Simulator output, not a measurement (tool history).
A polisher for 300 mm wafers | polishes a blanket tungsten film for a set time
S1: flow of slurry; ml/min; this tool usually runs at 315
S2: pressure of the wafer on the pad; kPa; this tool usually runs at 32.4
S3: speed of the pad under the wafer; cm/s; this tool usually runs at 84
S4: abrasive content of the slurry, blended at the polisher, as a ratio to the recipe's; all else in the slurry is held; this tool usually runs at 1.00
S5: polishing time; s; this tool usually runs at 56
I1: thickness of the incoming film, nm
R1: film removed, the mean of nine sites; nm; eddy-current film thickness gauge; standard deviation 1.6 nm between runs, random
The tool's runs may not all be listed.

run,hour,S1,S2,S3,S4,S5,I1,R1
1,0.0,315,32.4,104,1.00,56,779.8,261.0
# hour 26.3: worn pad replaced by a new one
2,34.4,315,32.4,84,1.25,56,778.8,241.4
# hour 36.7: slurry tank refilled with fresh slurry and peroxide
3,48.1,315,32.4,84,1.00,56,787.3,225.7
4,68.7,315,32.4,84,1.00,56,778.0,225.4
# hour 71.3: slurry blender recalibrated
5,91.6,315,32.4,84,1.00,56,775.6,236.8
6,115.6,315,32.4,84,1.00,49,778.1,203.4
7,140.0,315,32.4,84,1.00,49,772.6,202.7
# hour 171.0: worn pad replaced by a new one
8,171.5,315,32.4,84,1.00,56,792.3,224.8
9,188.5,315,32.4,84,1.00,56,775.9,228.2
10,209.0,315,32.4,84,1.00,56,775.5,228.3
11,226.5,215,32.4,84,1.00,49,778.9,189.0
# hour 241.0: slurry tank refilled with fresh slurry and peroxide
12,253.1,315,32.4,74,1.20,71,776.3,269.6
# hour 269.6: slurry nozzle cleaned
# hour 270.4: head pressure recalibrated
13,278.6,315,40.7,104,1.25,56,785.4,347.4
14,294.9,380,35.9,114,1.00,75,771.9,414.7
15,318.1,315,32.4,84,1.00,56,788.7,222.1
# hour 341.6: worn pad replaced by a new one
16,342.1,410,32.4,84,1.00,56,778.1,223.6
17,355.2,315,32.4,106,1.00,76,771.1,357.3
18,381.0,230,37.2,84,0.70,56,789.0,222.1
# hour 396.3: slurry blender recalibrated
19,408.1,315,32.4,84,1.10,66,765.7,289.2

Run 20 has not been measured yet. What should we expect?
20,430.1,315,32.4,84,1.00,56,781.4,?

{"run 20": {"R1": 237.1}}
With no hidden state in the tool, this same run would have given R1 242.7 nm.
